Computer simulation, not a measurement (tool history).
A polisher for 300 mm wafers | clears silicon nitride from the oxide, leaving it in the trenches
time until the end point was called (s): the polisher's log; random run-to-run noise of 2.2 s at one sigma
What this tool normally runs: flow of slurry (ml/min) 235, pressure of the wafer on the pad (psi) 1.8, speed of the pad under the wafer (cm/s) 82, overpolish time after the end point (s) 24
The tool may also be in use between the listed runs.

run,day,flow of slurry (ml/min),pressure of the wafer on the pad (psi),speed of the pad under the wafer (cm/s),overpolish time after the end point (s),"incoming thickness of the incoming film, nm",time until the end point was called (s)
1,0,235,1.8,92,24,65.4,135.7
# day 0.158: worn pad replaced by a new one
2,1.65,235,2.1,82,24,64.5,113.1
3,4.258,235,2.1,82,24,65.6,124
4,5.954,235,1.8,82,24,64.5,142.2
# day 9.142: slurry nozzle cleaned
# day 10.738: worn pad replaced by a new one
5,12.058,235,1.8,82,24,65.3,137.3
6,15.008,235,1.8,82,24,65.5,147.1
7,16.333,235,1.8,82,24,65,147.3
8,19.275,215,1.8,82,19,64.5,153.7
# day 21.054: worn pad replaced by a new one
9,22.054,235,1.5,60,24,64.9,221.7
# day 22.904: slurry nozzle cleaned
10,25.025,235,1.5,60,24,65.9,234.6
# day 29.642: worn pad replaced by a new one
11,29.662,235,1.5,60,24,65.8,215.3
12,31.442,310,1.8,82,24,65.6,133.8
13,33.808,235,1.8,60,24,64.5,190

Run 14 comes next. What will it give?
# day 34.529: head pressure recalibrated
14,35.642,200,1.8,66,14,64.6,?

time until the end point was called (s): 175.3
Take away the tool's hidden state, keep the run-to-run variation as it was, and the same run would have given time until the end point was called (s) 156.7.

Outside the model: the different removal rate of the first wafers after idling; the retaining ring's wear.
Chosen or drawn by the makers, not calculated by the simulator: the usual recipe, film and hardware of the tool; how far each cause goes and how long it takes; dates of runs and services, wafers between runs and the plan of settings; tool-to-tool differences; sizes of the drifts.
